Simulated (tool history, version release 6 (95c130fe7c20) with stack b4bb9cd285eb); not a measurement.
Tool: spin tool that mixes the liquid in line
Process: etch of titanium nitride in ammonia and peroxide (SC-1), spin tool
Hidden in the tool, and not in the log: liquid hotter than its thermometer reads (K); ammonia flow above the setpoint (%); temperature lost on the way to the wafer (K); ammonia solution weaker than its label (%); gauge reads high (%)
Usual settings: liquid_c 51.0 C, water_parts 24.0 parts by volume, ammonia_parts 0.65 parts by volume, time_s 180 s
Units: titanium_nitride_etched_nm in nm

| run | hour | liquid_c | water_parts | ammonia_parts | time_s | wafers since the last listed run | hours since the thermometer was replaced | hours since the ammonia flow meter was replaced | hours since the heated supply line was repaired | hours since the drum of ammonia solution was connected | hours since the gauge calibration | read-back film thickness of the titanium nitride reference wafer, read on the same gauge (nm) | titanium_nitride_etched_nm |
|---|---|---|---|---|---|---|---|---|---|---|---|---|---|
| 1 | 0.0 | 51.0 | 24.0 | 0.65 | 180 | 0 | 872.1 | 1210.0 | 1861.5 | 93.6 | 171.2 | 90.00 | 5.86 |
| 2 | 15.5 | 51.0 | 24.0 | 0.65 | 180 | 97 | 887.6 | 1225.5 | 1877.0 | 109.1 | 186.7 | 90.00 | 5.93 |
|  | 30.4 | gauge calibrated |
| 3 | 57.7 | 51.0 | 24.0 | 0.65 | 180 | 266 | 929.8 | 1267.7 | 1919.2 | 151.3 | 27.3 | 89.99 | 5.88 |
| 4 | 70.2 | 51.0 | 24.0 | 0.65 | 180 | 79 | 942.3 | 1280.2 | 1931.7 | 163.8 | 39.8 | 90.01 | 5.94 |
| 5 | 79.5 | 51.0 | 24.0 | 0.65 | 180 | 58 | 951.6 | 1289.5 | 1941.0 | 173.1 | 49.1 | 90.05 | 6.06 |
|  | 91.3 | thermometer replaced |
| 6 | 97.3 | 51.0 | 24.0 | 0.65 | 180 | 106 | 6.0 | 1307.3 | 1958.8 | 190.9 | 66.9 | 90.01 | 4.93 |
|  | 101.1 | heated supply line repaired |
| 7 | 109.9 | 51.0 | 15.0 | 0.65 | 180 | 73 | 18.6 | 1319.9 | 8.8 | 203.5 | 79.5 | 90.02 | 8.32 |
| 8 | 124.3 | 51.0 | 15.0 | 0.65 | 180 | 91 | 33.0 | 1334.3 | 23.2 | 217.9 | 93.9 | 90.00 | 8.49 |
|  | 127.5 | ammonia flow meter replaced |
| 9 | 134.4 | 51.0 | 15.0 | 0.65 | 180 | 57 | 43.1 | 6.9 | 33.3 | 228.0 | 104.0 | 89.99 | 8.53 |
| 10 | 150.2 | 51.0 | 24.0 | 0.65 | 180 | 99 | 58.9 | 22.7 | 49.1 | 243.8 | 119.8 | 90.00 | 6.54 |
|  | 154.1 | new drum of ammonia solution connected |
| 11 | 169.1 | 51.0 | 18.5 | 0.65 | 180 | 113 | 77.8 | 41.6 | 68.0 | 15.0 | 138.7 | 90.00 | 7.51 |
| 12 | 177.2 | 47.5 | 24.0 | 0.40 | 290 | 51 | 85.9 | 49.7 | 76.1 | 23.1 | 146.8 | 89.98 | 7.57 |
| 13 | 185.1 | 51.0 | 33.5 | 0.65 | 145 | 49 | 93.8 | 57.6 | 84.0 | 31.0 | 154.7 | 90.03 | 4.35 |
| 14 | 195.3 | 51.0 | 24.0 | 0.65 | 180 | 64 | 104.0 | 67.8 | 94.2 | 41.2 | 164.9 | 89.96 | 6.54 |
|  | 200.9 | gauge calibrated |
| 15 | 210.4 | 60.0 | 32.5 | 0.65 | 180 | 95 | 119.1 | 82.9 | 109.3 | 56.3 | 9.5 | 90.00 | 10.16 |
| 16 | 220.0 | 51.0 | 24.0 | 0.80 | 180 | 60 | 128.7 | 92.5 | 118.9 | 65.9 | 19.1 | 89.98 | 6.86 |
| 17 | 236.8 | 51.0 | 24.0 | 0.65 | 180 | 106 | 145.5 | 109.3 | 135.7 | 82.7 | 35.9 | 89.94 | 6.56 |
| 18 | 252.4 | 51.0 | 33.0 | 0.40 | 180 | 98 | 161.1 | 124.9 | 151.3 | 98.3 | 51.5 | 89.97 | 5.05 |
| 19 | 261.4 | 51.0 | 24.0 | 0.65 | 270 | 56 | 170.1 | 133.9 | 160.3 | 107.3 | 60.5 | 90.02 | 9.89 |
| 20 | 274.7 | 51.0 | 24.0 | 0.50 | 115 | 84 | 183.4 | 147.2 | 173.6 | 120.6 | 73.8 | 89.99 | 3.97 |

4 ways to go on from here, each from the tool as it stands after run 20. What would each give?
| A | 275.2 | 51.0 | 24.0 | 0.65 | 180 | 3 | 183.9 | 147.7 | 174.1 | 121.1 | 74.3 | ? | ? |
| B | 275.2 | 51.0 | 15.5 | 0.75 | 180 | 3 | 183.9 | 147.7 | 174.1 | 121.1 | 74.3 | ? | ? |
| C | 275.2 | 51.0 | 20.5 | 0.65 | 180 | 3 | 183.9 | 147.7 | 174.1 | 121.1 | 74.3 | ? | ? |
| D | 275.2 | 60.0 | 24.0 | 0.65 | 140 | 3 | 183.9 | 147.7 | 174.1 | 121.1 | 74.3 | ? | ? |

| run | read-back film thickness of the titanium nitride reference wafer, read on the same gauge (nm) | titanium_nitride_etched_nm |
|---|---|---|
| A | 89.99 | 6.61 |
| B | 89.99 | 8.62 |
| C | 89.99 | 7.21 |
| D | 89.99 | 9.40 |
Without the tool's hidden state the same runs would have given:
| run | titanium_nitride_etched_nm |
|---|---|
| A | 6.39 |
| B | 8.35 |
| C | 6.98 |
| D | 9.12 |
